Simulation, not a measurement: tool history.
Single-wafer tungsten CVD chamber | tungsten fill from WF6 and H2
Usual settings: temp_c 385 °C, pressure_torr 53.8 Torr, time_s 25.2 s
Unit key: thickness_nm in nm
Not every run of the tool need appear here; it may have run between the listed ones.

| run | hour | temp_c | pressure_torr | time_s | read-back reference wafer on the same gauge, thickness_nm | thickness_nm |
|---|---|---|---|---|---|---|
| 1 | 0.0 | 385 | 62.2 | 25.2 | 79.098 | 74.021 |
| 2 | 78.3 | 385 | 62.2 | 25.2 | 79.082 | 73.950 |
| 3 | 130.4 | 395 | 44.5 | 25.2 | 79.082 | 75.206 |
|  | 145.9 | capacitance manometer re-zeroed and calibrated |
| 4 | 175.6 | 395 | 44.5 | 25.2 | 79.084 | 75.589 |
| 5 | 218.1 | 378 | 53.8 | 25.2 | 79.122 | 60.922 |
| 6 | 284.6 | 378 | 53.8 | 25.2 | 79.083 | 61.182 |
|  | 497.6 | thermocouple changed; heater temperature recalibrated |
| 7 | 498.1 | 385 | 53.8 | 25.2 | 79.096 | 69.148 |
| 8 | 569.0 | 385 | 53.8 | 25.2 | 79.125 | 69.270 |
| 9 | 646.9 | 385 | 53.8 | 26.3 | 79.103 | 72.484 |
| 10 | 716.2 | 385 | 53.8 | 26.3 | 79.105 | 72.478 |
| 11 | 771.2 | 385 | 44.0 | 25.2 | 79.119 | 63.209 |
| 12 | 826.0 | 398 | 45.7 | 27.5 | 79.086 | 87.958 |
| 13 | 871.0 | 385 | 62.2 | 25.2 | 79.122 | 73.492 |
| 14 | 918.3 | 392 | 53.8 | 25.2 | 79.068 | 78.437 |
|  | 980.2 | gauge calibrated |
| 15 | 982.5 | 392 | 53.8 | 23.8 | 79.126 | 73.832 |
| 16 | 1090.1 | 392 | 61.2 | 26.9 | 79.150 | 88.055 |
|  | 1159.2 | capacitance manometer re-zeroed and calibrated |
| 17 | 1194.1 | 393 | 43.2 | 23.2 | 79.119 | 65.896 |
| 18 | 1277.0 | 385 | 61.1 | 23.9 | 79.108 | 69.414 |
|  | 1315.6 | showerhead replaced |
| 19 | 1329.8 | 377 | 40.9 | 21.3 | 79.098 | 44.791 |
| 20 | 1412.1 | 379 | 53.8 | 23.6 | 79.095 | 58.735 |
| 21 | 1500.7 | 396 | 53.8 | 25.2 | 79.107 | 83.431 |
|  | 1528.4 | thermocouple changed; heater temperature recalibrated |
| 22 | 1575.8 | 394 | 44.8 | 20.6 | 79.104 | 60.739 |
| 23 | 1669.8 | 391 | 53.8 | 25.2 | 79.114 | 76.719 |
| 24 | 1767.6 | 385 | 53.8 | 25.2 | 79.144 | 69.124 |
| 25 | 1804.8 | 385 | 53.8 | 25.2 | 79.096 | 69.433 |

Predict the results of run 26:
| 26 | 1888.7 | 379 | 46.7 | 21.6 | ? | ? |

{"run 26": {"read-back reference wafer on the same gauge, thickness_nm": 79.12, "thickness_nm": 49.727}}
Take away the tool's hidden state, keep the run-to-run variation as it was, and the same run would have given thickness_nm 49.727 nm.
